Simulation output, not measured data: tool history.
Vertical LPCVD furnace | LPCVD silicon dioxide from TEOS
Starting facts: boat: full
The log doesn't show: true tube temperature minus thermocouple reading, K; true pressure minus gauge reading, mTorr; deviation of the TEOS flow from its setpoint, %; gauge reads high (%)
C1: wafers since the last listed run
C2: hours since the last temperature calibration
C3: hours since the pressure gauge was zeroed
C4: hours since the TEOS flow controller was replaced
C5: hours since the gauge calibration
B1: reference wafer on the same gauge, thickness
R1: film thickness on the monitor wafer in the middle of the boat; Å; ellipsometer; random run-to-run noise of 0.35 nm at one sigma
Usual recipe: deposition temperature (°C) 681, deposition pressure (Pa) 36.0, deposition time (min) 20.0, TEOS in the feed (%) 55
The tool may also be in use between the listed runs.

Run 1, hour 0.0: usual settings but deposition time (min) 25.0; C1 0; C2 3406.1; C3 4643.3; C4 4394.9; C5 698.7; B1 91.11. Result: R1 1131.6 Å.
Run 2, hour 22.2: usual settings but TEOS in the feed (%) 62; C1 408; C2 3428.3; C3 4665.5; C4 4417.1; C5 720.9; B1 91.08. Result: R1 968.3 Å.
Run 3, hour 44.4: usual settings but deposition pressure (Pa) 38.7; C1 408; C2 3450.5; C3 4687.7; C4 4439.3; C5 743.1; B1 91.06. Result: R1 933.3 Å.
Run 4, hour 63.7: usual settings; C1 354; C2 3469.8; C3 4707.0; C4 4458.6; C5 762.4; B1 91.08. Result: R1 905.6 Å.
At hour 96.6: TEOS flow controller replaced.
Run 5, hour 97.1: usual settings; C1 172; C2 3503.2; C3 4740.4; C4 0.5; C5 795.8; B1 91.04. Result: R1 907.2 Å.
Run 6, hour 101.1: usual settings; C1 73; C2 3507.2; C3 4744.4; C4 4.5; C5 799.8; B1 91.07. Result: R1 908.2 Å.
Run 7, hour 108.4: usual settings but deposition temperature (°C) 676; C1 134; C2 3514.5; C3 4751.7; C4 11.8; C5 807.1; B1 91.11. Result: R1 801.3 Å.
Run 8, hour 124.0: usual settings; C1 286; C2 3530.1; C3 4767.3; C4 27.4; C5 822.7; B1 91.18. Result: R1 907.2 Å.
Run 9, hour 153.8: usual settings; C1 547; C2 3559.9; C3 4797.1; C4 57.2; C5 852.5; B1 91.10. Result: R1 909.7 Å.
Run 10, hour 167.6: usual settings; C1 253; C2 3573.7; C3 4810.9; C4 71.0; C5 866.3; B1 91.19. Result: R1 913.5 Å.
Run 11, hour 198.0: usual settings but deposition pressure (Pa) 40.7; C1 558; C2 3604.1; C3 4841.3; C4 101.4; C5 896.7; B1 91.10. Result: R1 962.3 Å.
At hour 230.9: gauge calibrated.
At hour 235.8: pressure gauge zeroed.
Run 12, hour 236.3: usual settings but deposition pressure (Pa) 43.3, deposition time (min) 13.5, TEOS in the feed (%) 49; C1 262; C2 3642.4; C3 0.5; C4 139.7; C5 5.4; B1 91.09. Result: R1 633.8 Å.
Run 13, hour 242.4: usual settings; C1 112; C2 3648.5; C3 6.6; C4 145.8; C5 11.5; B1 91.12. Result: R1 913.4 Å.
Run 14, hour 258.5: usual settings but TEOS in the feed (%) 62; C1 295; C2 3664.6; C3 22.7; C4 161.9; C5 27.6; B1 91.13. Result: R1 965.5 Å.
Run 15, hour 271.2: usual settings; C1 233; C2 3677.3; C3 35.4; C4 174.6; C5 40.3; B1 91.10. Result: R1 911.8 Å.
Run 16, hour 298.5: usual settings but deposition temperature (°C) 673; C1 501; C2 3704.6; C3 62.7; C4 201.9; C5 67.6; B1 91.17. Result: R1 753.0 Å.
Run 17, hour 326.8: usual settings but deposition temperature (°C) 691, TEOS in the feed (%) 64; C1 520; C2 3732.9; C3 91.0; C4 230.2; C5 95.9; B1 90.96. Result: R1 1244.5 Å.
Run 18, hour 352.2: usual settings but deposition temperature (°C) 675, TEOS in the feed (%) 52; C1 466; C2 3758.3; C3 116.4; C4 255.6; C5 121.3; B1 90.96. Result: R1 769.3 Å.
Run 19, hour 367.0: usual settings but deposition temperature (°C) 685, deposition pressure (Pa) 44.0, deposition time (min) 12.5, TEOS in the feed (%) 45; C1 272; C2 3773.1; C3 131.2; C4 270.4; C5 136.1; B1 91.04. Result: R1 622.9 Å.
At hour 397.1: thermocouples replaced and temperature profile calibrated.
Run 20, hour 397.6: usual settings but deposition pressure (Pa) 29.3; C1 121; C2 0.5; C3 161.8; C4 301.0; C5 166.7; B1 91.06. Result: R1 736.5 Å.
Run 21, hour 406.5: usual settings but deposition temperature (°C) 674, TEOS in the feed (%) 45; C1 163; C2 9.4; C3 170.7; C4 309.9; C5 175.6; B1 91.10. Result: R1 626.1 Å.
Run 22, hour 424.9: usual settings; C1 338; C2 27.8; C3 189.1; C4 328.3; C5 194.0; B1 91.11. Result: R1 823.2 Å.
Run 23, hour 443.7: usual settings; C1 345; C2 46.6; C3 207.9; C4 347.1; C5 212.8; B1 91.09. Result: R1 827.5 Å.
Run 24, hour 477.5: usual settings but TEOS in the feed (%) 63; C1 621; C2 80.4; C3 241.7; C4 380.9; C5 246.6; B1 91.14. Result: R1 890.2 Å.
Run 25, hour 545.4: usual settings; C1 1248; C2 148.3; C3 309.6; C4 448.8; C5 314.5; B1 91.06. Result: R1 832.7 Å.
Run 26, hour 578.7: usual settings but deposition temperature (°C) 689, TEOS in the feed (%) 46; C1 612; C2 181.6; C3 342.9; C4 482.1; C5 347.8; B1 91.09. Result: R1 921.2 Å.
Run 27, hour 613.2: usual settings but TEOS in the feed (%) 63; C1 634; C2 216.1; C3 377.4; C4 516.6; C5 382.3; B1 91.05. Result: R1 891.5 Å.
Run 28, hour 638.5: usual settings but deposition pressure (Pa) 30.0, deposition time (min) 12.5, TEOS in the feed (%) 51; C1 465; C2 241.4; C3 402.7; C4 541.9; C5 407.6; B1 91.09. Result: R1 461.1 Å.
Run 29, hour 651.7: usual settings but deposition temperature (°C) 690; C1 242; C2 254.6; C3 415.9; C4 555.1; C5 420.8; B1 91.05. Result: R1 1043.7 Å.
Run 30, hour 683.4: usual settings but deposition pressure (Pa) 44.0; C1 582; C2 286.3; C3 447.6; C4 586.8; C5 452.5; B1 91.11. Result: R1 929.1 Å.

How would selected steps in R1 from run to run divide? Give the signed amount a tool lacking its hidden state would still show from settings, what came in and random variation, and the signed amount left for the hidden state, including any gauge scatter that is not in both of the compared results.
Run 16 -> 17: deposition temperature (°C) 673 -> 691, TEOS in the feed (%) 55 -> 64. R1 +491.5 Å: hidden state +49.3, all else +442.2.
Run 17 -> 18: deposition temperature (°C) 691 -> 675, TEOS in the feed (%) 64 -> 52. R1 -475.2 Å: hidden state -47.7, all else -427.5.
Run 19 -> 20: deposition temperature (°C) 685 -> 681, deposition pressure (Pa) 44.0 -> 29.3, deposition time (min) 12.5 -> 20.0, TEOS in the feed (%) 45 -> 55, thermocouples replaced and temperature profile calibrated. R1 +113.6 Å: hidden state -58.1, all else +171.7.
Run 28 -> 29: deposition temperature (°C) 681 -> 690, deposition pressure (Pa) 30.0 -> 36.0, deposition time (min) 12.5 -> 20.0, TEOS in the feed (%) 51 -> 55. R1 +582.6 Å: hidden state +18.1, all else +564.5.

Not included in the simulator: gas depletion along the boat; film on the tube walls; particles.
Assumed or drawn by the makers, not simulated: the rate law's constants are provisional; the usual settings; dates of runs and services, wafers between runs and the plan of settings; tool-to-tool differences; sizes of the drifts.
